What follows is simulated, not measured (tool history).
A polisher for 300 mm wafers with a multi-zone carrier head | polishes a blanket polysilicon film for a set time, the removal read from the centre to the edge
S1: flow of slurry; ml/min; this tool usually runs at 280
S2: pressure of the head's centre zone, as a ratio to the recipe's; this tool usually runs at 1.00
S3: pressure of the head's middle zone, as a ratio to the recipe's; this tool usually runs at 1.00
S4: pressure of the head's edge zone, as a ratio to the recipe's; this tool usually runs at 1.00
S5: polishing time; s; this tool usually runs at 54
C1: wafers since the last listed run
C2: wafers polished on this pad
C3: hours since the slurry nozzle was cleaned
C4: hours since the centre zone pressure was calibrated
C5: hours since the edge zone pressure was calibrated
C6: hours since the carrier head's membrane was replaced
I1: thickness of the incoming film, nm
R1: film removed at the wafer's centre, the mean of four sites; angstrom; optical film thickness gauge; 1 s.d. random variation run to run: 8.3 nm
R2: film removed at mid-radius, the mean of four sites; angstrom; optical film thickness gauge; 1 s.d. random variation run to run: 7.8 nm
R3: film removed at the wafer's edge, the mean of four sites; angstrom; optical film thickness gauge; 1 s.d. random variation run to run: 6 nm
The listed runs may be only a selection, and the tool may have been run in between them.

{"run": 1, "hour": 0.0, "S1": 280, "S2": 1.0, "S3": 1.0, "S4": 1.0, "S5": 46, "C1": 0, "C2": 466, "C3": 335.0, "C4": 716.9, "C5": 819.2, "C6": 597.9, "I1": 1469.4, "R1": 4487, "R2": 4605, "R3": 4471}
{"run": 2, "hour": 41.5, "S1": 280, "S2": 1.0, "S3": 1.0, "S4": 1.0, "S5": 46, "C1": 331, "C2": 798, "C3": 376.5, "C4": 758.4, "C5": 860.7, "C6": 639.4, "I1": 1497.2, "R1": 4366, "R2": 4479, "R3": 4345}
{"run": 3, "hour": 70.4, "S1": 280, "S2": 1.0, "S3": 1.0, "S4": 1.0, "S5": 54, "C1": 231, "C2": 1029, "C3": 405.4, "C4": 787.3, "C5": 889.6, "C6": 668.3, "I1": 1496.1, "R1": 5040, "R2": 5032, "R3": 5148}
{"hour": 106.1, "done": "worn pad replaced by a new one"}
{"run": 4, "hour": 108.1, "S1": 280, "S2": 1.0, "S3": 1.0, "S4": 1.0, "S5": 54, "C1": 269, "C2": 15, "C3": 443.1, "C4": 825.0, "C5": 927.3, "C6": 706.0, "I1": 1487.6, "R1": 5605, "R2": 5846, "R3": 5770}
{"run": 5, "hour": 181.8, "S1": 280, "S2": 1.0, "S3": 1.0, "S4": 1.0, "S5": 54, "C1": 589, "C2": 605, "C3": 516.8, "C4": 898.7, "C5": 1001.0, "C6": 779.7, "I1": 1513.4, "R1": 5130, "R2": 5318, "R3": 5157}
{"run": 6, "hour": 230.5, "S1": 280, "S2": 1.0, "S3": 1.07, "S4": 1.0, "S5": 54, "C1": 389, "C2": 994, "C3": 565.5, "C4": 947.4, "C5": 1049.7, "C6": 828.4, "I1": 1483.2, "R1": 5149, "R2": 5418, "R3": 5108}
{"run": 7, "hour": 274.6, "S1": 280, "S2": 1.0, "S3": 1.07, "S4": 1.0, "S5": 54, "C1": 352, "C2": 1347, "C3": 609.6, "C4": 991.5, "C5": 1093.8, "C6": 872.5, "I1": 1480.4, "R1": 5079, "R2": 5449, "R3": 5130}
{"hour": 287.3, "done": "worn pad replaced by a new one"}
{"hour": 357.8, "done": "centre zone pressure recalibrated"}
{"run": 8, "hour": 358.3, "S1": 280, "S2": 1.0, "S3": 1.07, "S4": 1.0, "S5": 54, "C1": 621, "C2": 551, "C3": 693.3, "C4": 0.5, "C5": 1177.5, "C6": 956.2, "I1": 1488.3, "R1": 5075, "R2": 5602, "R3": 5171}
{"run": 9, "hour": 409.1, "S1": 280, "S2": 1.0, "S3": 1.0, "S4": 1.0, "S5": 54, "C1": 406, "C2": 957, "C3": 744.1, "C4": 51.3, "C5": 1228.3, "C6": 1007.0, "I1": 1474.9, "R1": 5020, "R2": 5225, "R3": 5140}
{"run": 10, "hour": 447.9, "S1": 215, "S2": 0.91, "S3": 1.08, "S4": 1.0, "S5": 54, "C1": 310, "C2": 1268, "C3": 782.9, "C4": 90.1, "C5": 1267.1, "C6": 1045.8, "I1": 1523.9, "R1": 4291, "R2": 5297, "R3": 5002}
{"hour": 459.8, "done": "worn pad replaced by a new one"}
{"run": 11, "hour": 508.3, "S1": 280, "S2": 1.0, "S3": 1.0, "S4": 1.0, "S5": 54, "C1": 451, "C2": 387, "C3": 843.3, "C4": 150.5, "C5": 1327.5, "C6": 1106.2, "I1": 1496.9, "R1": 5397, "R2": 5319, "R3": 5301}
{"run": 12, "hour": 573.5, "S1": 325, "S2": 1.0, "S3": 1.0, "S4": 1.0, "S5": 70, "C1": 521, "C2": 909, "C3": 908.5, "C4": 215.7, "C5": 1392.7, "C6": 1171.4, "I1": 1504.0, "R1": 6504, "R2": 6711, "R3": 6725}
{"hour": 602.9, "done": "slurry nozzle cleaned"}
{"hour": 605.3, "done": "carrier head's membrane replaced by a new one"}
{"run": 13, "hour": 616.5, "S1": 280, "S2": 0.9, "S3": 1.0, "S4": 1.0, "S5": 54, "C1": 317, "C2": 1226, "C3": 13.6, "C4": 258.7, "C5": 1435.7, "C6": 11.2, "I1": 1523.3, "R1": 4345, "R2": 5102, "R3": 5090}
{"hour": 651.2, "done": "worn pad replaced by a new one"}
{"hour": 668.3, "done": "edge zone pressure recalibrated"}
{"run": 14, "hour": 793.1, "S1": 350, "S2": 1.0, "S3": 1.0, "S4": 1.0, "S5": 54, "C1": 1364, "C2": 1118, "C3": 190.2, "C4": 435.3, "C5": 124.8, "C6": 187.8, "I1": 1517.3, "R1": 4963, "R2": 5022, "R3": 5233}
{"run": 15, "hour": 827.7, "S1": 215, "S2": 1.1, "S3": 0.96, "S4": 1.0, "S5": 36, "C1": 276, "C2": 1395, "C3": 224.8, "C4": 469.9, "C5": 159.4, "C6": 222.4, "I1": 1496.2, "R1": 3487, "R2": 3122, "R3": 3249}
{"hour": 858.7, "done": "worn pad replaced by a new one"}
{"run": 16, "hour": 935.3, "S1": 280, "S2": 1.0, "S3": 1.0, "S4": 1.0, "S5": 54, "C1": 828, "C2": 612, "C3": 332.4, "C4": 577.5, "C5": 267.0, "C6": 330.0, "I1": 1533.0, "R1": 5175, "R2": 5099, "R3": 5175}

What was the tool's hidden state at every run in the log?
slurry flow missing at the pad, %: 0 across all the runs
deviation of the centre zone's pressure from its setpoint, %: 0 across all the runs
deviation of the edge zone's pressure from its setpoint, %: 0 across all the runs
H1: removal rate lost through wear of the pad, %
run=1 H1=8.36
run=2 H1=10.8
run=3 H1=11.7
run=4 H1=0.788
run=5 H1=9.27
run=6 H1=11.3
run=7 H1=12.2
run=8 H1=9.89
run=9 H1=12.1
run=10 H1=13
run=11 H1=7.82
run=12 H1=11.6
run=13 H1=12.6
run=14 H1=12.6
run=15 H1=13.1
run=16 H1=10.9
